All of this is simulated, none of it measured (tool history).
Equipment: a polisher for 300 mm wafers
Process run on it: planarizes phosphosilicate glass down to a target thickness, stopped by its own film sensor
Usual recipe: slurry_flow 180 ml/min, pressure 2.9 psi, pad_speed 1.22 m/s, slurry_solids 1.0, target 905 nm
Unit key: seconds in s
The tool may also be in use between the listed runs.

run,hour,slurry_flow,pressure,pad_speed,slurry_solids,target,wafers since the last listed run,wafers polished on this pad,hours since the slurry nozzle was cleaned,hours since the head pressure was calibrated,hours since the slurry blender was calibrated,hours since the conditioning disc was replaced,"incoming thickness of the incoming film, nm",seconds
1,0.0,180,2.9,1.22,1.0,905,0,401,643.1,1110.4,65.3,166.3,1598.8,63.1
2,10.0,180,2.9,1.52,1.0,905,100,501,653.1,1120.4,75.3,176.3,1602.7,54.9
3,25.8,180,2.9,1.22,1.0,905,158,659,668.9,1136.2,91.1,192.1,1572.1,61.4
# hour 42.0: worn pad replaced by a new one
4,47.4,180,2.9,1.22,1.0,905,176,54,690.5,1157.8,112.7,213.7,1607.3,64.9
5,59.5,180,2.9,1.22,0.9,905,121,175,702.6,1169.9,124.8,225.8,1587.5,66.3
6,73.5,180,2.9,1.22,1.0,905,140,315,716.6,1183.9,138.8,239.8,1624.8,67.9
# hour 100.3: slurry blender recalibrated
# hour 119.0: worn pad replaced by a new one
# hour 125.4: conditioning disc replaced and pad reconditioned
7,125.9,180,2.9,1.22,1.0,905,444,48,769.0,1236.3,25.6,0.5,1631.2,65.3
8,135.5,180,2.9,1.22,1.0,905,96,144,778.6,1245.9,35.2,10.1,1567.0,58.9
9,150.7,180,2.9,1.22,1.0,905,152,296,793.8,1261.1,50.4,25.3,1577.6,61.1
10,157.1,180,2.9,1.22,1.0,905,64,360,800.2,1267.5,56.8,31.7,1584.6,61.2
11,168.8,230,2.9,1.22,1.0,905,117,478,811.9,1279.2,68.5,43.4,1587.5,59.9
12,179.2,230,2.9,1.22,1.0,905,104,582,822.3,1289.6,78.9,53.8,1592.3,60.5
# hour 197.3: slurry nozzle cleaned
13,197.8,180,2.9,1.10,1.0,905,176,758,0.5,1308.2,97.5,72.4,1604.6,67.9
# hour 209.7: worn pad replaced by a new one, of another model than before
# hour 211.8: head pressure recalibrated
14,230.4,180,2.9,1.62,1.0,905,266,187,33.1,18.6,130.1,105.0,1602.1,55.2
15,241.0,180,2.4,0.92,1.1,701,106,293,43.7,29.2,140.7,115.6,1575.6,102.1
16,254.4,180,3.2,1.50,0.8,734,134,427,57.1,42.6,154.1,129.0,1588.5,75.6
17,260.8,180,2.9,1.22,1.0,905,64,491,63.5,49.0,160.5,135.4,1615.1,66.2

Estimate the outcome of run 18 from the log above:
18,276.8,135,2.9,1.34,1.0,905,160,651,79.5,65.0,176.5,151.4,1597.7,?

Run 18 yielded seconds 68.8 s.
On a tool with no hidden condition, and with the same random variation, this run would have come out at seconds 63.9 s.
